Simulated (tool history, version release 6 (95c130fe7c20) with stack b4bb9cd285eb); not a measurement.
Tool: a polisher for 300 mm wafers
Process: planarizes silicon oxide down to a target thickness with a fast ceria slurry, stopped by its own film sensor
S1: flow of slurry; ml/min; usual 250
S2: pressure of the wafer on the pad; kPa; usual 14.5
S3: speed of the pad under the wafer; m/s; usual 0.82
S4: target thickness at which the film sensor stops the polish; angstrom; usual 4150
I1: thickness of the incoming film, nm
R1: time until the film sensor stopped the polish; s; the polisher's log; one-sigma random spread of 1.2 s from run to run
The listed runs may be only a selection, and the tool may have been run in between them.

| run | hour | S1 | S2 | S3 | S4 | I1 | R1 |
|---|---|---|---|---|---|---|---|
| 1 | 0 | 220 | 14.5 | 0.82 | 2580 | 1110 | 80.4 |
|  | 13.7 | worn pad replaced by a new one |
| 2 | 20.7 | 220 | 14.5 | 0.82 | 2580 | 1104.8 | 79.2 |
| 3 | 40.6 | 220 | 14.5 | 0.82 | 2580 | 1101.6 | 78.7 |
| 4 | 53.4 | 250 | 14.5 | 0.82 | 4150 | 1102.4 | 62.2 |
| 5 | 78.8 | 250 | 12.4 | 0.82 | 4150 | 1102.9 | 70.2 |
| 6 | 93.5 | 250 | 17.9 | 0.82 | 4150 | 1104.3 | 52.2 |
|  | 102.1 | slurry nozzle cleaned |
|  | 108.6 | worn pad replaced by a new one |
| 7 | 120.5 | 250 | 17.9 | 0.82 | 4150 | 1090.1 | 51.1 |
| 8 | 144.1 | 310 | 15.9 | 0.82 | 4150 | 1103.6 | 54.9 |
| 9 | 158.9 | 250 | 14.5 | 0.92 | 3370 | 1099.8 | 62.7 |
|  | 182.2 | head pressure recalibrated |
| 10 | 185.1 | 310 | 11 | 0.82 | 5160 | 1086.5 | 63.5 |
| 11 | 209.5 | 215 | 18.6 | 0.82 | 4150 | 1087.1 | 50.7 |
|  | 220.4 | worn pad replaced by a new one |
| 12 | 245.3 | 250 | 14.5 | 0.6 | 4150 | 1090.2 | 72.7 |

Forecast run 13:
| 13 | 271 | 250 | 14.5 | 0.82 | 4150 | 1097.4 | ? |

{"run 13": {"R1": 61.9}}
Had the tool carried no hidden state, the very same run would have given R1 61.9 s.
